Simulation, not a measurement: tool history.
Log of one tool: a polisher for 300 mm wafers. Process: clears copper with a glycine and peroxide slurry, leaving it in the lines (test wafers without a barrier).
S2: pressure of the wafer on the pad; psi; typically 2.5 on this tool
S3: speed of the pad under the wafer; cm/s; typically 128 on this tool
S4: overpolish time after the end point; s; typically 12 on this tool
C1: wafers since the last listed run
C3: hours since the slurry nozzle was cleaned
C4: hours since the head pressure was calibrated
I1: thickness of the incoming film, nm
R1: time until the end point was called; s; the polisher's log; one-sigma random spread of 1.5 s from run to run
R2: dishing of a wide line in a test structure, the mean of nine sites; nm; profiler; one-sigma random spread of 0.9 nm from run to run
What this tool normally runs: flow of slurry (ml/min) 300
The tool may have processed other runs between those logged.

run 1 hour=0 | flow_of_slurry_(ml/min)=300 S2=2.5 S3=128 S4=7 | C1=0 wafers_polished_on_this_pad=620 C3=611.7 C4=341.2 | I1=597 | R1=122.1 R2=23.8
-- hour=32.3 slurry nozzle cleaned
run 2 hour=44.4 | flow_of_slurry_(ml/min)=300 S2=2.5 S3=128 S4=7 | C1=255 wafers_polished_on_this_pad=876 C3=12.1 C4=385.6 | I1=589.8 | R1=119.7 R2=24.3
run 3 hour=90.7 | flow_of_slurry_(ml/min)=300 S2=2.5 S3=156 S4=13 | C1=272 wafers_polished_on_this_pad=1149 C3=58.4 C4=431.9 | I1=598.7 | R1=106.2 R2=49.8
-- hour=120.3 head pressure recalibrated
run 4 hour=123 | flow_of_slurry_(ml/min)=300 S2=2.5 S3=128 S4=12 | C1=178 wafers_polished_on_this_pad=1327 C3=90.7 C4=2.7 | I1=591.4 | R1=119.7 R2=39.4
run 5 hour=160.7 | flow_of_slurry_(ml/min)=300 S2=2.5 S3=118 S4=12 | C1=222 wafers_polished_on_this_pad=1550 C3=128.4 C4=40.4 | I1=597.7 | R1=130.8 R2=38.2
run 6 hour=201.5 | flow_of_slurry_(ml/min)=300 S2=2.5 S3=118 S4=12 | C1=240 wafers_polished_on_this_pad=1790 C3=169.2 C4=81.2 | I1=595.3 | R1=130.8 R2=36.7
run 7 hour=248.5 | flow_of_slurry_(ml/min)=300 S2=2.7 S3=162 S4=12 | C1=277 wafers_polished_on_this_pad=2067 C3=216.2 C4=128.2 | I1=587.9 | R1=92.3 R2=48.3
-- hour=290.9 worn pad replaced by a new one
run 8 hour=311 | flow_of_slurry_(ml/min)=300 S2=2.7 S3=162 S4=12 | C1=344 wafers_polished_on_this_pad=118 C3=278.7 C4=190.7 | I1=599 | R1=93.2 R2=51.4
run 9 hour=378.8 | flow_of_slurry_(ml/min)=300 S2=2.5 S3=128 S4=12 | C1=399 wafers_polished_on_this_pad=518 C3=346.5 C4=258.5 | I1=600.9 | R1=123.2 R2=39.1
run 10 hour=426.6 | flow_of_slurry_(ml/min)=300 S2=2.5 S3=128 S4=12 | C1=281 wafers_polished_on_this_pad=800 C3=394.3 C4=306.3 | I1=599.3 | R1=123.8 R2=39.9
run 11 hour=473 | flow_of_slurry_(ml/min)=300 S2=2.5 S3=128 S4=12 | C1=273 wafers_polished_on_this_pad=1073 C3=440.7 C4=352.7 | I1=587.2 | R1=121.2 R2=40.2
run 12 hour=538.5 | flow_of_slurry_(ml/min)=200 S2=2.8 S3=162 S4=10 | C1=386 wafers_polished_on_this_pad=1459 C3=506.2 C4=418.2 | I1=595.3 | R1=94 R2=41.5
run 13 hour=562.8 | flow_of_slurry_(ml/min)=300 S2=3.1 S3=128 S4=12 | C1=143 wafers_polished_on_this_pad=1603 C3=530.5 C4=442.5 | I1=594 | R1=100.9 R2=48.3
-- hour=570.7 slurry nozzle cleaned
run 14 hour=629.6 | flow_of_slurry_(ml/min)=300 S2=2.3 S3=128 S4=12 | C1=387 wafers_polished_on_this_pad=1991 C3=58.9 C4=509.3 | I1=600.1 | R1=132.1 R2=37.2
run 15 hour=682.2 | flow_of_slurry_(ml/min)=300 S2=1.7 S3=160 S4=12 | C1=310 wafers_polished_on_this_pad=2301 C3=111.5 C4=561.9 | I1=597 | R1=137.7 R2=33.6
run 16 hour=713.3 | flow_of_slurry_(ml/min)=255 S2=2.7 S3=140 S4=9 | C1=183 wafers_polished_on_this_pad=2484 C3=142.6 C4=593 | I1=593.8 | R1=107 R2=32.3
-- hour=716.5 head pressure recalibrated
run 17 hour=754.2 | flow_of_slurry_(ml/min)=250 S2=2.1 S3=128 S4=12 | C1=229 wafers_polished_on_this_pad=2713 C3=183.5 C4=37.7 | I1=601.2 | R1=142.7 R2=34.8
-- hour=797.7 worn pad replaced by a new one
run 18 hour=814.9 | flow_of_slurry_(ml/min)=300 S2=2.5 S3=98 S4=9 | C1=334 wafers_polished_on_this_pad=101 C3=244.2 C4=98.4 | I1=588.3 | R1=149.7 R2=25.2
run 19 hour=870.2 | flow_of_slurry_(ml/min)=300 S2=2.5 S3=144 S4=14 | C1=326 wafers_polished_on_this_pad=427 C3=299.5 C4=153.7 | I1=599.9 | R1=109.7 R2=49
run 20 hour=918.3 | flow_of_slurry_(ml/min)=300 S2=2.5 S3=128 S4=12 | C1=283 wafers_polished_on_this_pad=710 C3=347.6 C4=201.8 | I1=605.3 | R1=121.8 R2=38.8
run 21 hour=951 | flow_of_slurry_(ml/min)=250 S2=3.2 S3=128 S4=5 | C1=192 wafers_polished_on_this_pad=903 C3=380.3 C4=234.5 | I1=600.7 | R1=102.5 R2=21.5
run 22 hour=1019.2 | flow_of_slurry_(ml/min)=270 S2=2.2 S3=104 S4=15 | C1=402 wafers_polished_on_this_pad=1305 C3=448.5 C4=302.7 | I1=585.1 | R1=157.9 R2=36
run 23 hour=1083.1 | flow_of_slurry_(ml/min)=330 S2=2.5 S3=106 S4=12 | C1=376 wafers_polished_on_this_pad=1682 C3=512.4 C4=366.6 | I1=595.7 | R1=144.1 R2=34
-- hour=1103.8 slurry nozzle cleaned
run 24 hour=1124.9 | flow_of_slurry_(ml/min)=270 S2=2.5 S3=128 S4=12 | C1=240 wafers_polished_on_this_pad=1923 C3=21.1 C4=408.4 | I1=593.8 | R1=121.8 R2=39.5
run 25 hour=1181.4 | flow_of_slurry_(ml/min)=300 S2=1.9 S3=104 S4=12 | C1=333 wafers_polished_on_this_pad=2256 C3=77.6 C4=464.9 | I1=596.5 | R1=178.6 R2=27.1
run 26 hour=1233.2 | flow_of_slurry_(ml/min)=265 S2=2.5 S3=128 S4=12 | C1=305 wafers_polished_on_this_pad=2561 C3=129.4 C4=516.7 | I1=592.6 | R1=122.3 R2=38.5

What will run 27 give?
-- hour=1251.3 worn pad replaced by a new one
-- hour=1308.3 head pressure recalibrated
run 27 hour=1349.8 | flow_of_slurry_(ml/min)=200 S2=2.5 S3=128 S4=15 | C1=652 wafers_polished_on_this_pad=568 C3=246 C4=41.5 | I1=600.6 | R1=? R2=?

Run 27 yielded R1 127.9 s, R2 46.7 nm.
If the tool had no hidden condition, the same run with the same run-to-run variation would have returned R1 127.9 s, R2 46.7 nm.

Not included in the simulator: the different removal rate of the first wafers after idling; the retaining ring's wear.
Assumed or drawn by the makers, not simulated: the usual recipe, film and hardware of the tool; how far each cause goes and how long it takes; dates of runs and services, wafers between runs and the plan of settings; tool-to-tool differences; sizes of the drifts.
